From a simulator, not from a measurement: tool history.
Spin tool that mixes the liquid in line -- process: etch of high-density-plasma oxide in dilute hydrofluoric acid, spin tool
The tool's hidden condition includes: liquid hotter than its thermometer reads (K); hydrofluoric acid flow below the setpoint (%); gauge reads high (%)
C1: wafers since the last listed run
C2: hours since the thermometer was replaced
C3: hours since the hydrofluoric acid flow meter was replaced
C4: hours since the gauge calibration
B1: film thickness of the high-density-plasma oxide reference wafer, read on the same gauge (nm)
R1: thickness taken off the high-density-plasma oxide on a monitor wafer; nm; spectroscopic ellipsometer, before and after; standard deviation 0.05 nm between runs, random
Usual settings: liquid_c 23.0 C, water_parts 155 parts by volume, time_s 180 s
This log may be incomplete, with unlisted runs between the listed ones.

run 1 hour=0.0 | liquid_c=23.0 water_parts=215 time_s=145 | C1=0 C2=1305.2 C3=419.0 C4=937.9 | B1=69.98 | R1=5.51
run 2 hour=81.5 | liquid_c=23.0 water_parts=155 time_s=180 | C1=853 C2=1386.7 C3=500.5 C4=1019.4 | B1=70.00 | R1=10.22
run 3 hour=128.5 | liquid_c=23.0 water_parts=155 time_s=180 | C1=492 C2=1433.7 C3=547.5 C4=1066.4 | B1=69.99 | R1=10.20
run 4 hour=164.5 | liquid_c=23.0 water_parts=155 time_s=180 | C1=377 C2=1469.7 C3=583.5 C4=1102.4 | B1=70.00 | R1=10.14
run 5 hour=223.6 | liquid_c=23.0 water_parts=155 time_s=180 | C1=619 C2=1528.8 C3=642.6 C4=1161.5 | B1=70.02 | R1=10.21
run 6 hour=317.5 | liquid_c=23.0 water_parts=155 time_s=180 | C1=983 C2=1622.7 C3=736.5 C4=1255.4 | B1=70.00 | R1=10.22
run 7 hour=400.4 | liquid_c=23.0 water_parts=155 time_s=180 | C1=868 C2=1705.6 C3=819.4 C4=1338.3 | B1=70.00 | R1=10.20
run 8 hour=601.5 | liquid_c=21.5 water_parts=155 time_s=180 | C1=2106 C2=1906.7 C3=1020.5 C4=1539.4 | B1=70.00 | R1=9.67
-- hour=650.5 thermometer replaced
run 9 hour=659.0 | liquid_c=21.5 water_parts=155 time_s=180 | C1=591 C2=8.5 C3=1078.0 C4=1596.9 | B1=70.01 | R1=9.46
run 10 hour=708.8 | liquid_c=21.5 water_parts=155 time_s=180 | C1=521 C2=58.3 C3=1127.8 C4=1646.7 | B1=70.00 | R1=9.42
-- hour=710.0 hydrofluoric acid flow meter replaced
-- hour=750.0 gauge calibrated
run 11 hour=768.2 | liquid_c=26.0 water_parts=135 time_s=180 | C1=611 C2=117.7 C3=58.2 C4=18.2 | B1=70.04 | R1=13.22
run 12 hour=806.6 | liquid_c=21.5 water_parts=155 time_s=180 | C1=402 C2=156.1 C3=96.6 C4=56.6 | B1=70.01 | R1=9.52
run 13 hour=902.6 | liquid_c=23.0 water_parts=125 time_s=140 | C1=1005 C2=252.1 C3=192.6 C4=152.6 | B1=70.00 | R1=10.07
run 14 hour=964.3 | liquid_c=23.0 water_parts=155 time_s=180 | C1=646 C2=313.8 C3=254.3 C4=214.3 | B1=70.00 | R1=9.99
run 15 hour=1004.9 | liquid_c=26.0 water_parts=155 time_s=180 | C1=425 C2=354.4 C3=294.9 C4=254.9 | B1=69.98 | R1=11.22
run 16 hour=1072.1 | liquid_c=23.0 water_parts=155 time_s=275 | C1=704 C2=421.6 C3=362.1 C4=322.1 | B1=69.99 | R1=15.37
run 17 hour=1139.8 | liquid_c=23.0 water_parts=155 time_s=180 | C1=709 C2=489.3 C3=429.8 C4=389.8 | B1=70.01 | R1=10.01
run 18 hour=1181.2 | liquid_c=25.0 water_parts=195 time_s=180 | C1=433 C2=530.7 C3=471.2 C4=431.2 | B1=70.00 | R1=8.24
run 19 hour=1267.3 | liquid_c=26.0 water_parts=225 time_s=180 | C1=902 C2=616.8 C3=557.3 C4=517.3 | B1=70.02 | R1=7.23
run 20 hour=1356.7 | liquid_c=26.5 water_parts=130 time_s=235 | C1=936 C2=706.2 C3=646.7 C4=606.7 | B1=70.01 | R1=18.49
run 21 hour=1433.7 | liquid_c=21.5 water_parts=155 time_s=230 | C1=806 C2=783.2 C3=723.7 C4=683.7 | B1=69.98 | R1=12.11
run 22 hour=1496.3 | liquid_c=26.5 water_parts=155 time_s=270 | C1=655 C2=845.8 C3=786.3 C4=746.3 | B1=69.99 | R1=17.30
run 23 hour=1603.3 | liquid_c=23.0 water_parts=155 time_s=180 | C1=1121 C2=952.8 C3=893.3 C4=853.3 | B1=70.00 | R1=10.17

Table of differences, measured result less the result of that run with no hidden state. Run-to-run variation is the same in both. Gauge scatter possibly is not:
run=1 R1=+0.09
run=2 R1=+0.19
run=3 R1=+0.20
run=4 R1=+0.20
run=5 R1=+0.21
run=6 R1=+0.23
run=7 R1=+0.24
run=8 R1=+0.25
run=9 R1=+0.01
run=10 R1=+0.01
run=11 R1=+0.02
run=12 R1=+0.03
run=13 R1=+0.04
run=14 R1=+0.05
run=15 R1=+0.06
run=16 R1=+0.10
run=17 R1=+0.08
run=18 R1=+0.06
run=19 R1=+0.06
run=20 R1=+0.19
run=21 R1=+0.14
run=22 R1=+0.20
run=23 R1=+0.14
